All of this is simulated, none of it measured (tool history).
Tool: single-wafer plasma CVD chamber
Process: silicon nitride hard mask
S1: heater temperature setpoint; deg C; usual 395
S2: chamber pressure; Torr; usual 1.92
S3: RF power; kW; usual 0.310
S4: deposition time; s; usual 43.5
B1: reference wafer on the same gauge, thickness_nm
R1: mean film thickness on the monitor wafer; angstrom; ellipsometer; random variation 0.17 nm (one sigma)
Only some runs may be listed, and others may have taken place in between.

Run 1, hour 0.0: usual settings; B1 47.512. Result: R1 490.49 angstrom.
Run 2, hour 100.2: usual settings; B1 47.510. Result: R1 485.17 angstrom.
Run 3, hour 154.9: usual settings but S2 2.29 Torr; B1 47.529. Result: R1 505.85 angstrom.
At hour 223.3: thermocouple changed; heater temperature recalibrated.
Run 4, hour 224.8: usual settings; B1 47.467. Result: R1 487.77 angstrom.
Run 5, hour 296.3: usual settings; B1 47.518. Result: R1 487.44 angstrom.
Run 6, hour 364.0: usual settings; B1 47.517. Result: R1 486.88 angstrom.
At hour 375.0: capacitance manometer re-zeroed and calibrated.
At hour 381.4: showerhead replaced, of another model than before.
Run 7, hour 407.9: usual settings but S1 387 deg C; B1 47.501. Result: R1 495.71 angstrom.
Run 8, hour 463.8: usual settings; B1 47.551. Result: R1 495.24 angstrom.
Run 9, hour 534.9: usual settings; B1 47.489. Result: R1 497.40 angstrom.
Run 10, hour 596.2: usual settings but S4 38.9 s; B1 47.514. Result: R1 444.13 angstrom.
Run 11, hour 623.2: usual settings but S1 389 deg C, S3 0.360 kW; B1 47.475. Result: R1 524.95 angstrom.
Run 12, hour 665.6: usual settings but S3 0.335 kW, S4 37.2 s; B1 47.488. Result: R1 436.53 angstrom.
Run 13, hour 690.9: usual settings but S4 47.6 s; B1 47.490. Result: R1 540.76 angstrom.
Run 14, hour 736.7: usual settings; B1 47.452. Result: R1 496.43 angstrom.
Run 15, hour 773.8: usual settings but S1 409 deg C, S2 2.20 Torr, S3 0.280 kW; B1 47.537. Result: R1 498.01 angstrom.
Run 16, hour 815.6: usual settings but S2 1.71 Torr; B1 47.410. Result: R1 470.33 angstrom.
Run 17, hour 866.2: usual settings; B1 47.430. Result: R1 494.98 angstrom.
Run 18, hour 937.5: usual settings but S3 0.340 kW; B1 47.476. Result: R1 511.02 angstrom.
At hour 985.7: gauge calibrated.
Run 19, hour 986.3: usual settings but S1 386 deg C, S2 1.64 Torr, S3 0.250 kW, S4 40.0 s; B1 47.492. Result: R1 394.63 angstrom.
Run 20, hour 1039.3: usual settings but S1 406 deg C, S2 1.57 Torr; B1 47.521. Result: R1 450.01 angstrom.
Run 21, hour 1090.0: usual settings but S1 386 deg C, S2 1.64 Torr, S3 0.250 kW, S4 40.0 s; B1 47.568. Result: R1 394.80 angstrom.
At hour 1099.2: RF generator calibrated.
Run 22, hour 1131.1: usual settings; B1 47.531. Result: R1 509.43 angstrom.
Run 23, hour 1201.3: usual settings but S1 380 deg C, S4 35.8 s; B1 47.434. Result: R1 420.89 angstrom.
Run 24, hour 1248.5: usual settings but S1 409 deg C, S3 0.335 kW, S4 51.6 s; B1 47.485. Result: R1 616.63 angstrom.
Run 25, hour 1445.2: usual settings; B1 47.447. Result: R1 504.70 angstrom.
Run 26, hour 1477.1: usual settings but S1 387 deg C, S2 1.57 Torr; B1 47.464. Result: R1 465.22 angstrom.
Run 27, hour 1512.4: usual settings but S2 2.06 Torr, S3 0.345 kW; B1 47.476. Result: R1 541.01 angstrom.
At hour 1543.9: capacitance manometer re-zeroed and calibrated.
Run 28, hour 1544.4: usual settings; B1 47.524. Result: R1 501.59 angstrom.

What if the next run were any one of these 4? Each begins from the tool's condition after run 28:
Run A, hour 1544.8: usual settings; B1 ?. Result: R1 ?.
Run B, hour 1544.8: usual settings but S4 46.8 s; B1 ?. Result: R1 ?.
Run C, hour 1544.8: usual settings but S1 384 deg C, S2 1.53 Torr; B1 ?. Result: R1 ?.
Run D, hour 1544.8: usual settings but S1 407 deg C, S4 37.2 s; B1 ?. Result: R1 ?.

run      B1      R1
  A  47.492  502.92
  B  47.492  540.99
  C  47.492  458.79
  D  47.492  427.71
What these runs would have given with no unlogged condition in the tool:
run      R1
  A  509.74
  B  548.33
  C  465.00
  D  433.51

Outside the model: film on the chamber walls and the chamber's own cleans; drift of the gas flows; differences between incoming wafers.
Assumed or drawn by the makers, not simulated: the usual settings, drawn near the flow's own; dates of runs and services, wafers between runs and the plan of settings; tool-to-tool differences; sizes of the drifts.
